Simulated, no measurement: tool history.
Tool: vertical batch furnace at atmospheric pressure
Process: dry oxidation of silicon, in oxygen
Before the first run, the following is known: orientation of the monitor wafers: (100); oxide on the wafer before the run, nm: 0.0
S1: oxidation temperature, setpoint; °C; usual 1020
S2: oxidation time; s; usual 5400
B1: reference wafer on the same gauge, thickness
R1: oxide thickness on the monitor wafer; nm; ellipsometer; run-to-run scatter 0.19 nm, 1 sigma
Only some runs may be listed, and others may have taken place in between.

run,hour,S1,S2,B1,R1
1,0,1020,5400,74.71,90.5
2,23.4,1013,4500,74.7,75.17
3,45.7,1020,6810,74.76,105.11
4,54,1020,6810,74.68,106
5,74.5,1020,5400,74.66,90.25
6,99,1020,5400,74.68,90.79
7,122.9,1020,5400,74.66,90.05
8,131.9,1020,5400,74.66,90.56
9,149.4,1020,5400,74.67,90.31
10,172.1,1020,5400,74.71,90.46
11,183.3,1020,5400,74.74,90.66
12,205,1020,5400,74.69,90.39
13,228.3,1020,5400,74.65,90.3
14,244.9,1003,7170,74.71,93.91
15,267.5,1003,7170,74.72,93.83
# hour 279.6: gauge calibrated
# hour 309.1: thermocouples replaced and temperature profile calibrated
16,309.6,1020,5400,74.67,86.39
17,315.4,1040,6510,74.69,116.54
18,358.9,1020,5400,74.65,86.62
19,370.2,1004,5400,74.68,74.73
20,383.7,1020,5400,74.73,86.73
21,400.1,1020,5400,74.68,86.68
# hour 424.2: boat lift adjusted
22,424.7,1035,4080,74.67,82.75
23,430.5,1011,3420,74.69,59.48
24,436.3,1020,5400,74.69,87.33
25,457.2,1040,4320,74.73,89.86
26,467.6,1002,6810,74.68,86.38
27,478.2,1020,5400,74.71,87.29
28,490.1,1009,5400,74.67,79.1
29,499.7,1028,5400,74.67,93.77
30,521,998,8040,74.73,93.52
31,538,1029,7740,74.7,121.01

Each row is a separate what-if for the run after 31, all from the same tool condition, not one after another. Results?
A,543.9,1020,5400,?,?
B,543.9,1002,2880,?,?
C,543.9,997,2910,?,?
D,543.9,995,5400,?,?
E,543.9,1002,6210,?,?

run,B1,R1
A,74.72,87.38
B,74.72,49
C,74.72,46.93
D,74.72,68.93
E,74.72,81.22
Without the tool's unlogged condition, the same runs would have read:
run,R1
A,85.87
B,48.09
C,46.03
D,67.62
E,79.73
